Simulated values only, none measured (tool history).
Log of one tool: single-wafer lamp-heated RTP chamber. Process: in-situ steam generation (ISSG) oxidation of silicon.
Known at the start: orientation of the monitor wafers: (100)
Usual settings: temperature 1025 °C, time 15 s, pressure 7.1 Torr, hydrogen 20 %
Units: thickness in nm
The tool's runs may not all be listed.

run,hour,temperature,time,pressure,hydrogen,"read-back reference wafer on the same gauge, thickness",thickness
1,0,1036,15,7.1,20,5.552,5.356
2,31.7,1036,15,7.1,20,5.552,5.342
3,93.9,1036,15,7.1,20,5.55,5.326
4,154.4,1011,15,7.1,20,5.552,4.796
5,207,1025,15,6.9,20,5.549,4.92
6,251,1025,15,6.9,20,5.55,4.992
7,292.5,1012,15,7.1,24,5.551,4.956
8,344.9,1012,15,7.1,24,5.553,4.989
9,526.4,1012,15,7.1,24,5.551,5.056
10,579.5,1025,15,8.2,26,5.549,5.442
11,607.2,1025,15,8.2,26,5.554,5.429
12,683.9,1008,15,6.9,20,5.553,4.8
13,746.8,1019,19,6.9,15,5.545,5.32
14,818.8,1020,13,6.9,13,5.55,4.291
15,855.3,1025,15,7.1,20,5.546,4.954
16,882.4,1025,15,7.1,17,5.55,4.805
17,947.8,1019,19,6.9,15,5.546,5.107
18,1010.3,1025,15,7.1,20,5.551,5.05
19,1064.3,1025,15,7.1,27,5.554,5.463
20,1107.3,1025,15,7.1,20,5.555,5.05
21,1132.9,1035,15,7.8,20,5.547,5.336
22,1162.6,1040,20,7.1,29,5.549,6.95
23,1223.9,1025,18,8.3,17,5.55,5.331

Taken out of this log: 6 entries between the listed runs. Where each belongs, and how the hidden state differs across it:
Between runs 4 and 5: pyrometer window cleaned and pyrometer calibrated (hour 178.8)
  true wafer temperature minus pyrometer reading, K: 5.6 -> 1.18
  measured less the result without the state, thickness: +0.108 -> +0.026 nm
Between runs 8 and 9: hydrogen flow controller replaced (hour 415.8); pressure gauge zeroed (hour 481.7); gauge calibrated (hour 487)
  true wafer temperature minus pyrometer reading, K: 3.93 -> 5.46
  measured less the result without the state, thickness: +0.079 -> +0.112 nm
Between runs 11 and 12: pyrometer window cleaned and pyrometer calibrated (hour 683.4)
  true wafer temperature minus pyrometer reading, K: 5.78 -> 9.65
  measured less the result without the state, thickness: +0.139 -> +0.185 nm
Between runs 14 and 15: pyrometer window cleaned and pyrometer calibrated, repeated, since the last time left the tool worse (hour 834.7)
  true wafer temperature minus pyrometer reading, K: 12.8 -> 0.788
  measured less the result without the state, thickness: +0.226 -> +0.017 nm
